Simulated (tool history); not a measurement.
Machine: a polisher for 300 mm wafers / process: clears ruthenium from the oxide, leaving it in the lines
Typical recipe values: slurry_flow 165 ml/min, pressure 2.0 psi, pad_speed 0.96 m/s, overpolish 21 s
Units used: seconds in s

| run | hour | slurry_flow | pressure | pad_speed | overpolish | wafers since the last listed run | wafers polished on this pad | hours since the slurry nozzle was cleaned | hours since the head pressure was calibrated | incoming thickness of the incoming film, nm | seconds |
|---|---|---|---|---|---|---|---|---|---|---|---|
| 1 | 0.0 | 165 | 2.0 | 0.96 | 21 | 0 | 658 | 163.5 | 511.7 | 115.9 | 141.7 |
| 2 | 12.6 | 165 | 2.0 | 0.96 | 21 | 93 | 752 | 176.1 | 524.3 | 113.7 | 137.1 |
| 3 | 26.6 | 165 | 2.0 | 0.96 | 21 | 103 | 856 | 190.1 | 538.3 | 115.2 | 142.1 |
| 4 | 39.2 | 165 | 2.0 | 0.96 | 21 | 93 | 949 | 202.7 | 550.9 | 115.7 | 144.4 |
| 5 | 57.1 | 165 | 2.0 | 0.96 | 21 | 132 | 1082 | 220.6 | 568.8 | 113.3 | 142.8 |
|  | 61.1 | worn pad replaced by a new one |
| 6 | 74.4 | 165 | 1.5 | 0.96 | 16 | 98 | 98 | 237.9 | 586.1 | 114.9 | 189.3 |
| 7 | 91.7 | 165 | 1.5 | 0.96 | 16 | 128 | 227 | 255.2 | 603.4 | 113.3 | 191.6 |
| 8 | 109.7 | 165 | 1.5 | 0.96 | 16 | 133 | 360 | 273.2 | 621.4 | 113.9 | 186.5 |
| 9 | 122.4 | 165 | 2.0 | 0.96 | 21 | 94 | 455 | 285.9 | 634.1 | 116.9 | 151.6 |
| 10 | 139.7 | 165 | 2.0 | 0.96 | 21 | 128 | 583 | 303.2 | 651.4 | 114.3 | 143.1 |
| 11 | 151.9 | 165 | 2.0 | 0.96 | 21 | 90 | 674 | 315.4 | 663.6 | 113.7 | 153.5 |
|  | 189.0 | head pressure recalibrated |
| 12 | 191.3 | 165 | 2.0 | 0.96 | 25 | 277 | 951 | 354.8 | 2.3 | 115.3 | 141.3 |
| 13 | 197.4 | 165 | 2.0 | 0.96 | 21 | 45 | 997 | 360.9 | 8.4 | 116.4 | 137.8 |
|  | 212.8 | worn pad replaced by a new one |
| 14 | 213.3 | 225 | 1.3 | 1.06 | 21 | 88 | 3 | 376.8 | 24.3 | 114.8 | 176.7 |
| 15 | 224.7 | 165 | 2.0 | 0.96 | 21 | 84 | 88 | 388.2 | 35.7 | 113.3 | 132.2 |
| 16 | 232.9 | 165 | 2.0 | 0.96 | 21 | 60 | 149 | 396.4 | 43.9 | 115.1 | 137.9 |
| 17 | 250.2 | 165 | 2.0 | 0.96 | 21 | 128 | 277 | 413.7 | 61.2 | 114.1 | 138.6 |
|  | 263.9 | slurry nozzle cleaned |
| 18 | 264.4 | 165 | 2.0 | 0.96 | 30 | 98 | 375 | 0.5 | 75.4 | 114.3 | 125.8 |
| 19 | 282.1 | 210 | 1.8 | 0.96 | 21 | 131 | 507 | 18.2 | 93.1 | 114.5 | 136.3 |
| 20 | 296.0 | 165 | 1.6 | 0.96 | 21 | 103 | 610 | 32.1 | 107.0 | 115.8 | 159.3 |
| 21 | 309.1 | 165 | 2.0 | 1.22 | 16 | 97 | 707 | 45.2 | 120.1 | 115.4 | 113.5 |
| 22 | 316.1 | 125 | 1.5 | 0.96 | 13 | 51 | 759 | 52.2 | 127.1 | 114.7 | 175.1 |
| 23 | 323.4 | 165 | 1.5 | 0.96 | 16 | 54 | 813 | 59.5 | 134.4 | 114.6 | 168.6 |
|  | 338.9 | worn pad replaced by a new one |
| 24 | 339.4 | 165 | 2.0 | 0.96 | 21 | 89 | 3 | 75.5 | 150.4 | 114.6 | 127.5 |
| 25 | 348.5 | 140 | 2.2 | 1.10 | 24 | 67 | 71 | 84.6 | 159.5 | 115.7 | 114.9 |
| 26 | 356.1 | 165 | 1.7 | 0.96 | 21 | 56 | 127 | 92.2 | 167.1 | 114.3 | 151.2 |
| 27 | 370.9 | 165 | 2.7 | 0.80 | 21 | 109 | 237 | 107.0 | 181.9 | 115.0 | 114.3 |
| 28 | 380.4 | 165 | 2.0 | 0.96 | 21 | 70 | 307 | 116.5 | 191.4 | 114.8 | 128.8 |
| 29 | 391.4 | 165 | 2.0 | 0.96 | 21 | 81 | 389 | 127.5 | 202.4 | 114.8 | 133.2 |
| 30 | 403.2 | 140 | 2.0 | 0.96 | 21 | 87 | 477 | 139.3 | 214.2 | 114.7 | 137.8 |
| 31 | 418.7 | 205 | 2.0 | 0.96 | 21 | 115 | 592 | 154.8 | 229.7 | 115.7 | 131.7 |
| 32 | 426.3 | 165 | 2.0 | 0.96 | 26 | 56 | 648 | 162.4 | 237.3 | 115.3 | 137.6 |
| 33 | 437.4 | 165 | 2.0 | 0.96 | 21 | 82 | 731 | 173.5 | 248.4 | 113.6 | 131.2 |
| 34 | 450.7 | 180 | 2.0 | 0.96 | 21 | 98 | 829 | 186.8 | 261.7 | 114.6 | 132.6 |
| 35 | 475.6 | 150 | 1.6 | 0.96 | 10 | 184 | 1014 | 211.7 | 286.6 | 113.3 | 167.6 |
|  | 484.2 | worn pad replaced by a new one |
| 36 | 487.3 | 125 | 2.0 | 0.96 | 24 | 57 | 22 | 223.4 | 298.3 | 115.2 | 147.0 |
| 37 | 493.3 | 165 | 2.0 | 0.96 | 21 | 44 | 67 | 229.4 | 304.3 | 116.0 | 140.8 |

Below are 4 alternative next runs, each starting from the tool's condition after run 37. Predict each:
| A | 493.8 | 165 | 2.0 | 0.96 | 14 | 3 | 70 | 229.9 | 304.8 | 114.6 | ? |
| B | 493.8 | 165 | 1.4 | 0.96 | 21 | 3 | 70 | 229.9 | 304.8 | 114.6 | ? |
| C | 493.8 | 165 | 1.5 | 0.70 | 21 | 3 | 70 | 229.9 | 304.8 | 114.6 | ? |
| D | 493.8 | 115 | 2.0 | 0.96 | 21 | 3 | 70 | 229.9 | 304.8 | 114.6 | ? |

| run | seconds |
|---|---|
| A | 132.1 |
| B | 182.0 |
| C | 204.4 |
| D | 145.9 |
Stripped of hidden state, with their random variation kept, the same runs would have yielded:
| run | seconds |
|---|---|
| A | 120.6 |
| B | 166.1 |
| C | 186.6 |
| D | 128.9 |
